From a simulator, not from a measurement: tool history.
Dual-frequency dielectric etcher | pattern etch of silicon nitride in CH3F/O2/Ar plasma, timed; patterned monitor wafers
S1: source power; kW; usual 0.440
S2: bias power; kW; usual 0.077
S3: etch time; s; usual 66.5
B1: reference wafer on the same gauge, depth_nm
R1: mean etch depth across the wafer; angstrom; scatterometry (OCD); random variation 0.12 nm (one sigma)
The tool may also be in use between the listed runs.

Run 1, hour 0.0: usual settings; B1 44.01. Result: R1 510.8 angstrom.
Run 2, hour 107.2: usual settings; B1 43.98. Result: R1 510.6 angstrom.
Run 3, hour 211.3: usual settings; B1 43.99. Result: R1 513.0 angstrom.
Run 4, hour 292.1: usual settings; B1 44.01. Result: R1 514.1 angstrom.
At hour 347.7: wet clean of the chamber.
Run 5, hour 397.6: usual settings; B1 43.99. Result: R1 501.0 angstrom.
Run 6, hour 495.4: usual settings; B1 44.03. Result: R1 504.7 angstrom.
Run 7, hour 562.7: usual settings; B1 44.02. Result: R1 505.6 angstrom.
Run 8, hour 642.3: usual settings but S2 0.081 kW; B1 43.97. Result: R1 518.0 angstrom.
Run 9, hour 731.5: usual settings but S2 0.081 kW; B1 44.01. Result: R1 521.1 angstrom.
Run 10, hour 800.4: usual settings but S2 0.085 kW; B1 44.00. Result: R1 529.7 angstrom.
Run 11, hour 866.2: usual settings but S1 0.400 kW, S2 0.087 kW, S3 54.0 s; B1 43.98. Result: R1 426.3 angstrom.
At hour 896.0: wet clean of the chamber.
Run 12, hour 947.9: usual settings; B1 44.02. Result: R1 501.5 angstrom.
At hour 993.0: bias power generator calibrated.
Run 13, hour 993.5: usual settings but S1 0.500 kW, S2 0.096 kW, S3 54.5 s; B1 44.03. Result: R1 470.7 angstrom.
At hour 1037.0: source power generator calibrated.
Run 14, hour 1069.1: usual settings; B1 44.03. Result: R1 511.3 angstrom.
At hour 1105.4: gauge calibrated.
Run 15, hour 1229.7: usual settings but S1 0.480 kW; B1 44.02. Result: R1 525.0 angstrom.
Run 16, hour 1313.5: usual settings but S1 0.490 kW; B1 43.99. Result: R1 529.8 angstrom.
At hour 1359.1: upper electrode replaced.
Run 17, hour 1394.3: usual settings but S1 0.480 kW, S2 0.061 kW, S3 72.0 s; B1 43.99. Result: R1 519.8 angstrom.
At hour 1439.0: wet clean of the chamber.
Run 18, hour 1471.1: usual settings; B1 43.99. Result: R1 506.6 angstrom.
Run 19, hour 1569.8: usual settings but S1 0.520 kW, S2 0.070 kW; B1 44.00. Result: R1 512.7 angstrom.
Run 20, hour 1884.2: usual settings but S2 0.069 kW, S3 48.0 s; B1 43.96. Result: R1 355.3 angstrom.

5 ways to go on from here, each from the tool as it stands after run 20. What would each give?
Run A, hour 1884.6: usual settings; B1 ?. Result: R1 ?.
Run B, hour 1884.6: usual settings but S1 0.500 kW, S2 0.096 kW, S3 53.5 s; B1 ?. Result: R1 ?.
Run C, hour 1884.6: usual settings but S3 83.5 s; B1 ?. Result: R1 ?.
Run D, hour 1884.6: usual settings but S1 0.540 kW, S2 0.087 kW; B1 ?. Result: R1 ?.
Run E, hour 1884.6: usual settings but S1 0.390 kW, S3 48.5 s; B1 ?. Result: R1 ?.

run     B1     R1
  A  44.02  515.7
  B  44.02  471.4
  C  44.02  647.5
  D  44.02  575.3
  E  44.02  363.8
Without the tool's hidden state the same runs would have given:
run     R1
  A  505.8
  B  462.4
  C  635.2
  D  564.2
  E  356.8
